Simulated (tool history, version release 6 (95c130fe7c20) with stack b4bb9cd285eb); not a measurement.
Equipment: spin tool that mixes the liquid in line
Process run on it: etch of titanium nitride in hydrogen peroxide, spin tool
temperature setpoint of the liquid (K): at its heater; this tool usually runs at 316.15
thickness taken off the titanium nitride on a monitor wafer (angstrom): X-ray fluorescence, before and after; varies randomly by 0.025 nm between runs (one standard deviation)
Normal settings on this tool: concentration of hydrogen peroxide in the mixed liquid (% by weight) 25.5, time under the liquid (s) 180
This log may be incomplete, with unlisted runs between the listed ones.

run	day	temperature setpoint of the liquid (K)	concentration of hydrogen peroxide in the mixed liquid (% by weight)	time under the liquid (s)	read-back film thickness of the titanium nitride reference wafer, read on the same gauge (nm)	thickness taken off the titanium nitride on a monitor wafer (angstrom)
1	0	316.15	25.5	180	40.01	77.7
2	1.592	316.15	25.5	180	40	77.9
3	3.262	316.15	25.5	180	40.01	78.1
4	5.338	321.65	25.5	180	40.02	116.4
5	9.067	316.15	25.5	235	40	101.2
6	11.4	320.15	25.5	180	39.99	104.2
7	14.746	312.15	30	115	39.98	37.8
# day 16.579: new drum of peroxide connected
8	18.358	322.15	20	270	39.95	173
9	21.258	322.15	30	180	39.98	125.4
10	24.854	316.15	25.5	180	39.94	77.5
# day 25.433: heated supply line repaired
11	27.854	316.15	25.5	180	40.03	77.8
12	30.279	316.15	25.5	180	39.99	77.8
13	33.754	311.65	28	275	40.01	86.2
14	37.017	316.15	30	240	40.02	107.9
15	40.312	322.15	20.5	235	40.01	150.8
# day 44.554: new drum of peroxide connected
16	45.808	311.65	25.5	75	39.98	23
17	47.758	316.15	27.5	120	40.02	52.6
18	49.833	316.15	25.5	105	40.03	45.1
19	58.183	316.15	30	180	39.96	81.1
# day 68.854: new drum of peroxide connected
20	70.454	321.15	25.5	145	40	91.1
21	73.058	316.15	25.5	180	40.02	78
# day 77.179: peroxide flow meter replaced
22	78.075	321.15	30	230	40.01	149.1
23	81.429	321.15	22.5	180	39.96	109.3
24	83.154	316.15	21.5	180	39.96	74.9
25	87.625	320.15	25.5	265	40.06	154.2

Each row is a separate what-if for the run after 25, all from the same tool condition, not one after another. Results?
A	87.646	316.15	25.5	180	?	?
B	87.646	316.15	19	180	?	?
C	87.646	307.15	29	180	?	?
D	87.646	316.15	18.5	250	?	?

run	read-back film thickness of the titanium nitride reference wafer, read on the same gauge (nm)	thickness taken off the titanium nitride on a monitor wafer (angstrom)
A	40.03	77.7
B	40.03	72.9
C	40.03	39.7
D	40.03	100.7
Had the tool no hidden state, the same runs would have come out as:
run	thickness taken off the titanium nitride on a monitor wafer (angstrom)
A	77.7
B	72.9
C	39.7
D	100.7

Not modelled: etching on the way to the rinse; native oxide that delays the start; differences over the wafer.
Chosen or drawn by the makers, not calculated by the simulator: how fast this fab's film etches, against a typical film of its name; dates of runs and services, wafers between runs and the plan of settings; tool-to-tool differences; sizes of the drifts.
